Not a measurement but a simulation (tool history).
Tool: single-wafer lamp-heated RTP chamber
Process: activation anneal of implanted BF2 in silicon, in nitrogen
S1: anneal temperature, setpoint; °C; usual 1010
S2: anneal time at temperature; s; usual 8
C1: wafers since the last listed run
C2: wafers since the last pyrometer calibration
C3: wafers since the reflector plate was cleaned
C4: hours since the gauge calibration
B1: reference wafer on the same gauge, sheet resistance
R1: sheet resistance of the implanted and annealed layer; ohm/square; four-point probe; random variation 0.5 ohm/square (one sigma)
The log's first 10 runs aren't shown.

run    hour    S1  S2    C1    C2    C3      C4      B1      R1
 11   522.7  1010   8  1156  7010  4875  2157.3  203.02  200.31
      548.1  -- pyrometer window cleaned and pyrometer calibrated
 12   589.2  1010   8  1060   744  5936  2223.8  202.96  202.97
 13   622.6  1010   7   605  1350  6541  2257.2  203.28  203.29
 14   658.6   984  10   652  2002  7194  2293.2  202.90  209.46
 15   720.1  1036   5  1115  3117  8309  2354.7  202.82  197.64
      729.8  -- reflector plate cleaned
 16   753.2  1021  11   455  3573   424  2387.8  203.04  197.91
 17   813.5   989  10  1093  4666  1517  2448.1  202.92  207.75
 18   872.0  1024  10  1060  5727  2578  2506.6  203.30  197.21
 19   910.0   983  12   689  6416  3267  2544.6  203.00  207.75
      948.1  -- pyrometer window cleaned and pyrometer calibrated
 20   956.3  1010   4   694   149  3961  2590.9  203.03  208.02
 21  1009.4   997   9   962  1111  4924  2644.0  203.00  205.85
     1032.2  -- gauge calibrated
 22  1078.5  1010   8  1252  2364  6177    46.3  203.07  201.29
 23  1144.6  1022   9  1198  3563  7375   112.4  203.17  198.50
 24  1210.4  1002   6  1193  4756  8568   178.2  203.02  204.84
     1222.2  -- reflector plate cleaned
 25  1269.0  1010   8   917  5673   849   236.8  202.94  202.23
 26  1307.3   984  12   694  6368  1543   275.1  203.14  209.78
 27  1358.2   983   6   922  7291  2466   326.0  203.27  213.89
     1367.5  -- pyrometer window cleaned and pyrometer calibrated
 28  1408.7  1025  13   770   747  3237   376.5  202.90  196.99

Forecast run 29:
 29  1459.9  984  12  928  1676  4165  427.7   ?   ?

B1: 203.01
R1: 210.27 ohm/square
Without the tool's hidden state the same run would have given R1 216.43 ohm/square.

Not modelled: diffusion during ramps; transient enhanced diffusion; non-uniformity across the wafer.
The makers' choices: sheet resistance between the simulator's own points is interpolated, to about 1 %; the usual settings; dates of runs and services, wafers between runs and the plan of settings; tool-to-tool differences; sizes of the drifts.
